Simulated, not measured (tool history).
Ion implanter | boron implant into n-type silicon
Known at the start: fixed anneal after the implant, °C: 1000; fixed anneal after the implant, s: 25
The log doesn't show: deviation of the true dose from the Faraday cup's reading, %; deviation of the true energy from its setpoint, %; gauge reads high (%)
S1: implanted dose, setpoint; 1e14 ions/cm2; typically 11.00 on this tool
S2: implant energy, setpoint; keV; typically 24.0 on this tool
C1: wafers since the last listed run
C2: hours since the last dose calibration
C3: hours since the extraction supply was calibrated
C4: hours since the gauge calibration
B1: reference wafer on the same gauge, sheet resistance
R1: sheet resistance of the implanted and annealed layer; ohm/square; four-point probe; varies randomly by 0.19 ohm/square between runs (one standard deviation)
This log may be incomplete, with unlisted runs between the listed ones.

run 1 hour=0.0 | S1=11.00 S2=24.0 | C1=0 C2=1388.4 C3=3434.0 C4=25.1 | B1=106.99 | R1=111.45
run 2 hour=15.9 | S1=11.00 S2=29.0 | C1=253 C2=1404.3 C3=3449.9 C4=41.0 | B1=107.03 | R1=109.81
run 3 hour=31.8 | S1=9.13 S2=24.0 | C1=253 C2=1420.2 C3=3465.8 C4=56.9 | B1=107.00 | R1=130.37
run 4 hour=42.7 | S1=11.00 S2=24.0 | C1=173 C2=1431.1 C3=3476.7 C4=67.8 | B1=107.02 | R1=111.26
run 5 hour=51.0 | S1=11.00 S2=24.0 | C1=132 C2=1439.4 C3=3485.0 C4=76.1 | B1=106.98 | R1=111.58
run 6 hour=66.4 | S1=11.00 S2=24.0 | C1=245 C2=1454.8 C3=3500.4 C4=91.5 | B1=107.01 | R1=111.55
run 7 hour=75.3 | S1=11.00 S2=24.0 | C1=142 C2=1463.7 C3=3509.3 C4=100.4 | B1=107.02 | R1=111.90
run 8 hour=85.4 | S1=11.00 S2=24.0 | C1=161 C2=1473.8 C3=3519.4 C4=110.5 | B1=106.98 | R1=111.67
run 9 hour=102.4 | S1=11.00 S2=24.0 | C1=271 C2=1490.8 C3=3536.4 C4=127.5 | B1=107.01 | R1=111.21
run 10 hour=115.1 | S1=11.00 S2=29.5 | C1=202 C2=1503.5 C3=3549.1 C4=140.2 | B1=106.93 | R1=110.08
-- hour=131.7 Faraday cup replaced and dose calibrated
run 11 hour=132.2 | S1=11.00 S2=29.5 | C1=145 C2=0.5 C3=3566.2 C4=157.3 | B1=107.01 | R1=105.73
run 12 hour=144.3 | S1=11.00 S2=24.0 | C1=193 C2=12.6 C3=3578.3 C4=169.4 | B1=106.96 | R1=107.51
-- hour=156.8 gauge calibrated
run 13 hour=158.3 | S1=11.00 S2=24.0 | C1=223 C2=26.6 C3=3592.3 C4=1.5 | B1=107.06 | R1=107.14
run 14 hour=167.9 | S1=9.31 S2=29.5 | C1=153 C2=36.2 C3=3601.9 C4=11.1 | B1=107.00 | R1=121.14
-- hour=183.7 extraction supply calibrated
run 15 hour=184.2 | S1=13.79 S2=18.5 | C1=132 C2=52.5 C3=0.5 C4=27.4 | B1=107.02 | R1=93.70
run 16 hour=186.0 | S1=10.17 S2=24.0 | C1=28 C2=54.3 C3=2.3 C4=29.2 | B1=106.99 | R1=114.65
run 17 hour=192.8 | S1=13.86 S2=16.0 | C1=108 C2=61.1 C3=9.1 C4=36.0 | B1=106.98 | R1=96.20
run 18 hour=204.8 | S1=9.66 S2=26.0 | C1=191 C2=73.1 C3=21.1 C4=48.0 | B1=107.02 | R1=118.72
run 19 hour=214.8 | S1=13.47 S2=19.5 | C1=159 C2=83.1 C3=31.1 C4=58.0 | B1=107.04 | R1=94.40
run 20 hour=231.4 | S1=9.07 S2=26.0 | C1=264 C2=99.7 C3=47.7 C4=74.6 | B1=106.98 | R1=125.16
run 21 hour=244.5 | S1=14.22 S2=16.0 | C1=209 C2=112.8 C3=60.8 C4=87.7 | B1=107.01 | R1=94.89

Run 22 has not been measured yet. What should we expect?
run 22 hour=256.6 | S1=11.00 S2=24.0 | C1=193 C2=124.9 C3=72.9 C4=99.8 | B1=? | R1=?

Run 22 yielded B1 107.01, R1 107.76 ohm/square.
The same run, on a tool lacking any hidden state, would have yielded R1 107.08 ohm/square.

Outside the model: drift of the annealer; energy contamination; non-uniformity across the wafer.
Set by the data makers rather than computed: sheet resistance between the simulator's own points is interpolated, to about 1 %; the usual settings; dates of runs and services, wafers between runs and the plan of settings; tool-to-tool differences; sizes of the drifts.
